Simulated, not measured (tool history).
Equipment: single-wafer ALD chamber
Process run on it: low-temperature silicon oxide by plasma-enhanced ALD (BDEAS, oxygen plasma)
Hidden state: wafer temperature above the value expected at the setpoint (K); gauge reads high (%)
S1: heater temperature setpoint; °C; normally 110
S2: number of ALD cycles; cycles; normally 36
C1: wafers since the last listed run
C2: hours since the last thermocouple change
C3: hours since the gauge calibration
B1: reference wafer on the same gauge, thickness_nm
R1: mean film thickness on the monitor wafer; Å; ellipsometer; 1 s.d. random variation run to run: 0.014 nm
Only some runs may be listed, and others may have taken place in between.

{"run": 1, "hour": 0.0, "S1": 110, "S2": 36, "C1": 0, "C2": 1714.8, "C3": 116.3, "B1": 5.34, "R1": 57.5}
{"run": 2, "hour": 19.3, "S1": 110, "S2": 36, "C1": 97, "C2": 1734.1, "C3": 135.6, "B1": 5.333, "R1": 57.32}
{"run": 3, "hour": 40.0, "S1": 110, "S2": 36, "C1": 104, "C2": 1754.8, "C3": 156.3, "B1": 5.331, "R1": 57.26}
{"run": 4, "hour": 52.1, "S1": 110, "S2": 36, "C1": 61, "C2": 1766.9, "C3": 168.4, "B1": 5.325, "R1": 57.34}
{"run": 5, "hour": 71.6, "S1": 110, "S2": 36, "C1": 98, "C2": 1786.4, "C3": 187.9, "B1": 5.319, "R1": 57.4}
{"run": 6, "hour": 105.7, "S1": 110, "S2": 37, "C1": 172, "C2": 1820.5, "C3": 222.0, "B1": 5.313, "R1": 58.68}
{"run": 7, "hour": 118.8, "S1": 110, "S2": 37, "C1": 66, "C2": 1833.6, "C3": 235.1, "B1": 5.31, "R1": 58.57}
{"run": 8, "hour": 140.8, "S1": 110, "S2": 37, "C1": 111, "C2": 1855.6, "C3": 257.1, "B1": 5.297, "R1": 58.56}
{"run": 9, "hour": 171.8, "S1": 125, "S2": 38, "C1": 156, "C2": 1886.6, "C3": 288.1, "B1": 5.285, "R1": 58.65}
{"hour": 187.8, "done": "gauge calibrated"}
{"run": 10, "hour": 200.8, "S1": 121, "S2": 36, "C1": 146, "C2": 1915.6, "C3": 13.0, "B1": 5.345, "R1": 56.64}
{"run": 11, "hour": 217.0, "S1": 122, "S2": 39, "C1": 81, "C2": 1931.8, "C3": 29.2, "B1": 5.345, "R1": 60.98}
{"hour": 226.4, "done": "thermocouple changed; heater temperature recalibrated"}
{"run": 12, "hour": 238.2, "S1": 110, "S2": 36, "C1": 66, "C2": 11.8, "C3": 50.4, "B1": 5.346, "R1": 57.75}
{"run": 13, "hour": 253.1, "S1": 125, "S2": 30, "C1": 75, "C2": 26.7, "C3": 65.3, "B1": 5.343, "R1": 46.63}
{"run": 14, "hour": 275.7, "S1": 110, "S2": 36, "C1": 114, "C2": 49.3, "C3": 87.9, "B1": 5.337, "R1": 57.38}
{"run": 15, "hour": 303.4, "S1": 101, "S2": 36, "C1": 140, "C2": 77.0, "C3": 115.6, "B1": 5.337, "R1": 58.29}
{"run": 16, "hour": 315.7, "S1": 118, "S2": 34, "C1": 62, "C2": 89.3, "C3": 127.9, "B1": 5.335, "R1": 53.38}

5 options for the next run, each taken on its own from the tool as it stands now. Forecast them:
{"run": "A", "hour": 316.2, "S1": 103, "S2": 36, "C1": 2, "C2": 89.8, "C3": 128.4, "B1": "?", "R1": "?"}
{"run": "B", "hour": 316.2, "S1": 119, "S2": 34, "C1": 2, "C2": 89.8, "C3": 128.4, "B1": "?", "R1": "?"}
{"run": "C", "hour": 316.2, "S1": 106, "S2": 36, "C1": 2, "C2": 89.8, "C3": 128.4, "B1": "?", "R1": "?"}
{"run": "D", "hour": 316.2, "S1": 115, "S2": 43, "C1": 2, "C2": 89.8, "C3": 128.4, "B1": "?", "R1": "?"}
{"run": "E", "hour": 316.2, "S1": 110, "S2": 38, "C1": 2, "C2": 89.8, "C3": 128.4, "B1": "?", "R1": "?"}

run=A B1=5.330 R1=58.08
run=B B1=5.330 R1=53.42
run=C B1=5.330 R1=57.79
run=D B1=5.330 R1=68.01
run=E B1=5.330 R1=60.60
The same runs, with their run-to-run variation unchanged, on a tool lacking any hidden condition would have given:
run=A R1=58.24
run=B R1=53.57
run=C R1=57.96
run=D R1=68.20
run=E R1=60.78
